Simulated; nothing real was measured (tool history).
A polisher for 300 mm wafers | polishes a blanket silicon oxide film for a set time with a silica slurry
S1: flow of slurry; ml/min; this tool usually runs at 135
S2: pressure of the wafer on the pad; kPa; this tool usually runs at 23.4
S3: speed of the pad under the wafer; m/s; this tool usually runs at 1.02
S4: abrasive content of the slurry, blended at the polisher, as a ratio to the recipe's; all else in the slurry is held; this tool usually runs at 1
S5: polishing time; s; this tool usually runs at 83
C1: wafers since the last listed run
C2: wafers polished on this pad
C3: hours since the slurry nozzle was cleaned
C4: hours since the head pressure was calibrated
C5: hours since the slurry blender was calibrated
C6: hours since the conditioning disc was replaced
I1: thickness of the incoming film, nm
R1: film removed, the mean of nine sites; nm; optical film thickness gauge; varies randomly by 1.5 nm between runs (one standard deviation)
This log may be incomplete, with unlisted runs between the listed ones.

{"run": 1, "hour": 0.0, "S1": 135, "S2": 23.4, "S3": 1.02, "S4": 1, "S5": 83, "C1": 0, "C2": 1307, "C3": 315.3, "C4": 482, "C5": 193.5, "C6": 380.1, "I1": 1526.8, "R1": 174.1}
{"run": 2, "hour": 29.0, "S1": 135, "S2": 23.4, "S3": 1.02, "S4": 1.15, "S5": 83, "C1": 287, "C2": 1594, "C3": 344.3, "C4": 511, "C5": 222.5, "C6": 409.1, "I1": 1536.2, "R1": 183.6}
{"hour": 33.2, "done": "worn pad replaced by a new one"}
{"run": 3, "hour": 58.4, "S1": 135, "S2": 23.4, "S3": 1.02, "S4": 1.15, "S5": 83, "C1": 251, "C2": 249, "C3": 373.7, "C4": 540.4, "C5": 251.9, "C6": 438.5, "I1": 1542.7, "R1": 190.7}
{"run": 4, "hour": 74.5, "S1": 135, "S2": 23.4, "S3": 1.02, "S4": 1, "S5": 105, "C1": 159, "C2": 409, "C3": 389.8, "C4": 556.5, "C5": 268, "C6": 454.6, "I1": 1554, "R1": 223.1}
{"hour": 92.0, "done": "head pressure recalibrated"}
{"run": 5, "hour": 102.3, "S1": 135, "S2": 23.4, "S3": 1.02, "S4": 1, "S5": 105, "C1": 255, "C2": 664, "C3": 417.6, "C4": 10.3, "C5": 295.8, "C6": 482.4, "I1": 1554.2, "R1": 216.9}
{"hour": 119.4, "done": "slurry nozzle cleaned"}
{"hour": 124.4, "done": "slurry blender recalibrated"}
{"run": 6, "hour": 133.5, "S1": 135, "S2": 23.4, "S3": 1.02, "S4": 1, "S5": 105, "C1": 279, "C2": 944, "C3": 14.1, "C4": 41.5, "C5": 9.1, "C6": 513.6, "I1": 1541.3, "R1": 219.6}
{"run": 7, "hour": 147.3, "S1": 135, "S2": 23.4, "S3": 0.94, "S4": 1, "S5": 83, "C1": 136, "C2": 1080, "C3": 27.9, "C4": 55.3, "C5": 22.9, "C6": 527.4, "I1": 1573.7, "R1": 165.3}
{"run": 8, "hour": 177.9, "S1": 135, "S2": 23.4, "S3": 0.94, "S4": 1, "S5": 83, "C1": 303, "C2": 1383, "C3": 58.5, "C4": 85.9, "C5": 53.5, "C6": 558, "I1": 1540.6, "R1": 164.3}
{"hour": 189.5, "done": "worn pad replaced by a new one"}
{"hour": 190.3, "done": "conditioning disc replaced and pad reconditioned"}
{"run": 9, "hour": 206.0, "S1": 135, "S2": 23.4, "S3": 0.94, "S4": 1, "S5": 83, "C1": 230, "C2": 155, "C3": 86.6, "C4": 114, "C5": 81.6, "C6": 15.7, "I1": 1516.7, "R1": 173.7}
{"run": 10, "hour": 221.2, "S1": 170, "S2": 23.4, "S3": 0.66, "S4": 1, "S5": 83, "C1": 150, "C2": 305, "C3": 101.8, "C4": 129.2, "C5": 96.8, "C6": 30.9, "I1": 1568.1, "R1": 144.6}
{"run": 11, "hour": 240.3, "S1": 135, "S2": 23.4, "S3": 1.02, "S4": 1, "S5": 83, "C1": 189, "C2": 494, "C3": 120.9, "C4": 148.3, "C5": 115.9, "C6": 50, "I1": 1569.8, "R1": 175.9}
{"run": 12, "hour": 257.5, "S1": 135, "S2": 23.4, "S3": 1.02, "S4": 1, "S5": 98, "C1": 170, "C2": 665, "C3": 138.1, "C4": 165.5, "C5": 133.1, "C6": 67.2, "I1": 1519, "R1": 211}
{"run": 13, "hour": 274.4, "S1": 135, "S2": 23.4, "S3": 1.22, "S4": 1, "S5": 83, "C1": 167, "C2": 832, "C3": 155, "C4": 182.4, "C5": 150, "C6": 84.1, "I1": 1539.4, "R1": 197.7}
{"run": 14, "hour": 287.3, "S1": 135, "S2": 15.9, "S3": 1.02, "S4": 1.25, "S5": 100, "C1": 127, "C2": 960, "C3": 167.9, "C4": 195.3, "C5": 162.9, "C6": 97, "I1": 1576.5, "R1": 185.7}
{"run": 15, "hour": 302.4, "S1": 135, "S2": 23.4, "S3": 0.84, "S4": 1, "S5": 83, "C1": 149, "C2": 1110, "C3": 183, "C4": 210.4, "C5": 178, "C6": 112.1, "I1": 1546.9, "R1": 154.6}
{"run": 16, "hour": 315.0, "S1": 135, "S2": 23.4, "S3": 1.02, "S4": 1, "S5": 83, "C1": 124, "C2": 1234, "C3": 195.6, "C4": 223, "C5": 190.6, "C6": 124.7, "I1": 1566.4, "R1": 174.3}
{"run": 17, "hour": 340.0, "S1": 135, "S2": 23.4, "S3": 1.02, "S4": 1, "S5": 83, "C1": 247, "C2": 1482, "C3": 220.6, "C4": 248, "C5": 215.6, "C6": 149.7, "I1": 1576.8, "R1": 173.5}
{"hour": 347.4, "done": "worn pad replaced by a new one, of another model than before"}
{"run": 18, "hour": 353.4, "S1": 100, "S2": 28.3, "S3": 1.36, "S4": 1, "S5": 107, "C1": 93, "C2": 59, "C3": 234, "C4": 261.4, "C5": 229, "C6": 163.1, "I1": 1549.3, "R1": 304.2}
{"run": 19, "hour": 387.4, "S1": 135, "S2": 23.4, "S3": 1.02, "S4": 1, "S5": 105, "C1": 336, "C2": 396, "C3": 268, "C4": 295.4, "C5": 263, "C6": 197.1, "I1": 1568.5, "R1": 222.8}
{"hour": 411.0, "done": "slurry blender recalibrated"}
{"run": 20, "hour": 421.9, "S1": 170, "S2": 23.4, "S3": 0.66, "S4": 1, "S5": 83, "C1": 321, "C2": 718, "C3": 302.5, "C4": 329.9, "C5": 10.9, "C6": 231.6, "I1": 1547.7, "R1": 122.2}
{"hour": 463.4, "done": "slurry nozzle cleaned"}
{"run": 21, "hour": 484.2, "S1": 135, "S2": 23.4, "S3": 1.02, "S4": 0.85, "S5": 83, "C1": 607, "C2": 1325, "C3": 20.8, "C4": 392.2, "C5": 73.2, "C6": 293.9, "I1": 1547.5, "R1": 161}
{"hour": 504.6, "done": "worn pad replaced by a new one"}
{"run": 22, "hour": 505.1, "S1": 135, "S2": 26.9, "S3": 0.8, "S4": 1, "S5": 83, "C1": 167, "C2": 5, "C3": 41.7, "C4": 413.1, "C5": 94.1, "C6": 314.8, "I1": 1553.2, "R1": 158.3}
{"run": 23, "hour": 528.7, "S1": 135, "S2": 23.4, "S3": 1.02, "S4": 1, "S5": 103, "C1": 233, "C2": 239, "C3": 65.3, "C4": 436.7, "C5": 117.7, "C6": 338.4, "I1": 1566.4, "R1": 225.2}
{"run": 24, "hour": 553.7, "S1": 135, "S2": 23.4, "S3": 1.02, "S4": 1, "S5": 83, "C1": 247, "C2": 486, "C3": 90.3, "C4": 461.7, "C5": 142.7, "C6": 363.4, "I1": 1557.4, "R1": 176.1}
{"run": 25, "hour": 584.0, "S1": 135, "S2": 29.6, "S3": 1.02, "S4": 1, "S5": 83, "C1": 300, "C2": 786, "C3": 120.6, "C4": 492, "C5": 173, "C6": 393.7, "I1": 1526.7, "R1": 196.2}

Hidden state at the last listed run before each entry between runs and at the first one after, where it differs:
From run 2 to run 3: worn pad replaced by a new one (hour 33.2)
  removal rate lost through wear of the pad, %: 7.03 -> 3.59
  measured minus no-state result, R1: -13.9 -> -7.1 nm
From run 4 to run 5: head pressure recalibrated (hour 92)
  removal rate lost through wear of the pad, %: 4.78 -> 6.11
  measured minus no-state result, R1: -11.2 -> -14.1 nm
From run 5 to run 6: slurry nozzle cleaned (hour 119.4); slurry blender recalibrated (hour 124.4)
  removal rate lost through wear of the pad, %: 6.11 -> 6.94
  measured minus no-state result, R1: -14.1 -> -16.3 nm
From run 8 to run 9: worn pad replaced by a new one (hour 189.5); conditioning disc replaced and pad reconditioned (hour 190.3)
  removal rate lost through wear of the pad, %: 7.51 -> 2.21
  measured minus no-state result, R1: -13.4 -> -3.9 nm
From run 17 to run 18: worn pad replaced by a new one, of another model than before (hour 347.4)
  removal rate lost through wear of the pad, %: 6.99 -> 1.46
  measured minus no-state result, R1: -13.1 -> -4.5 nm
From run 19 to run 20: slurry blender recalibrated (hour 411)
  removal rate lost through wear of the pad, %: 4.57 -> 6.17
  measured minus no-state result, R1: -10.7 -> -8.1 nm
From run 20 to run 21: slurry nozzle cleaned (hour 463.4)
  removal rate lost through wear of the pad, %: 6.17 -> 7.32
  measured minus no-state result, R1: -8.1 -> -12.7 nm
From run 21 to run 22: worn pad replaced by a new one (hour 504.6)
  removal rate lost through wear of the pad, %: 7.32 -> 0.16
  measured minus no-state result, R1: -12.7 -> -0.2 nm

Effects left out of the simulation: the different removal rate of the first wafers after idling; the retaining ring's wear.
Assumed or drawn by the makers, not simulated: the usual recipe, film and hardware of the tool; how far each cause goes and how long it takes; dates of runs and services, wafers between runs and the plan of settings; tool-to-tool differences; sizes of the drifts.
